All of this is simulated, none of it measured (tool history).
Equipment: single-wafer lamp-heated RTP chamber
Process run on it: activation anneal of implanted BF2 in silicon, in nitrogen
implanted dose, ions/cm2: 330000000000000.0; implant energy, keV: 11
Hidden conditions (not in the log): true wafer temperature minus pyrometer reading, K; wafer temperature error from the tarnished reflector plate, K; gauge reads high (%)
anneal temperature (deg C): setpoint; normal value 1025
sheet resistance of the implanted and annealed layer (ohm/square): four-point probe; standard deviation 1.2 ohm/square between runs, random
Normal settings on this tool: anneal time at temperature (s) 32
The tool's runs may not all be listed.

run,day,anneal temperature (deg C),anneal time at temperature (s),wafers since the last listed run,wafers since the last pyrometer calibration,wafers since the reflector plate was cleaned,hours since the gauge calibration,"read-back reference wafer on the same gauge, sheet resistance",sheet resistance of the implanted and annealed layer (ohm/square)
1,0.000,1025,32,0,1297,2057,112.8,365.16,355.08
2,0.292,1025,32,149,1447,2206,119.8,365.01,353.74
3,0.562,1025,32,138,1586,2345,126.3,365.15,354.73
# day 1.508: pyrometer window cleaned and pyrometer calibrated
4,1.529,1025,32,324,11,2670,149.5,364.84,363.37
5,1.650,1025,32,61,73,2731,152.4,365.20,360.94
6,2.167,1025,19,264,338,2996,164.8,365.03,367.36
7,2.883,1025,19,367,705,3364,182.0,365.36,367.94
8,3.367,1025,19,247,953,3612,193.6,365.35,366.87
9,3.862,1025,32,254,1207,3866,205.5,364.92,357.67
10,4.404,1025,32,277,1485,4143,218.5,365.20,354.77
11,4.779,1035,46,192,1677,4336,227.5,364.96,343.03
# day 5.121: pyrometer window cleaned and pyrometer calibrated
12,5.929,1035,46,418,414,4754,255.1,365.26,344.79
13,6.358,1035,46,220,634,4974,265.4,364.79,344.30
# day 6.471: gauge calibrated
14,6.646,1025,32,147,781,5122,4.2,364.99,358.35
15,7.342,1025,32,356,1138,5478,20.9,365.28,356.28
16,8.042,1025,32,358,1497,5837,37.7,365.49,355.86
# day 8.800: pyrometer window cleaned and pyrometer calibrated
17,8.821,1025,32,228,10,6066,56.4,365.09,359.80
18,9.300,1047,47,245,255,6311,67.9,364.90,337.39
19,10.042,1025,40,380,636,6692,85.7,365.51,352.42
20,10.308,1008,17,136,772,6828,92.1,364.56,377.74
# day 10.683: reflector plate cleaned
21,10.704,1034,47,32,804,11,101.6,364.76,342.81
22,11.150,1025,32,228,1033,240,112.3,365.03,354.23
23,11.667,1025,19,264,1298,504,124.7,365.14,363.09
# day 12.004: pyrometer window cleaned and pyrometer calibrated
24,12.025,1025,32,12,10,517,133.3,364.80,364.88
25,12.396,1025,32,190,200,707,142.2,364.71,360.22
26,12.862,1006,25,239,440,947,153.4,364.86,372.65
27,13.458,1051,43,305,745,1252,167.7,364.92,339.33
28,13.900,1010,32,226,971,1478,178.3,364.67,364.66
29,14.567,1025,32,341,1313,1820,194.3,364.97,355.60
30,15.104,1039,32,275,1589,2096,207.2,364.80,349.62
# day 15.988: pyrometer window cleaned and pyrometer calibrated
31,16.008,1010,49,292,11,2388,228.9,364.69,362.06
# day 16.362: gauge calibrated
32,16.483,1025,32,243,254,2632,2.9,364.39,358.97
33,16.908,1050,41,217,472,2850,13.1,365.17,339.67
34,17.617,1035,42,363,835,3213,30.1,365.06,344.31

For each run, the measured value with the value that run would have given without the tool's hidden condition subtracted. The run-to-run variation is shared by both, the gauge scatter possibly not:
run,sheet resistance of the implanted and annealed layer (ohm/square)
1,-7.42
2,-7.57
3,-7.74
4,-0.99
5,-1.72
6,-3.70
7,-5.50
8,-6.20
9,-7.46
10,-7.77
11,-7.00
12,-3.74
13,-4.76
14,-5.84
15,-6.74
16,-7.24
17,-0.89
18,-2.45
19,-5.78
20,-5.80
21,-6.17
22,-7.31
23,-6.87
24,-0.29
25,-2.32
26,-3.84
27,-3.49
28,-5.83
29,-6.91
30,-6.25
31,-1.31
32,-3.79
33,-3.45
34,-6.23

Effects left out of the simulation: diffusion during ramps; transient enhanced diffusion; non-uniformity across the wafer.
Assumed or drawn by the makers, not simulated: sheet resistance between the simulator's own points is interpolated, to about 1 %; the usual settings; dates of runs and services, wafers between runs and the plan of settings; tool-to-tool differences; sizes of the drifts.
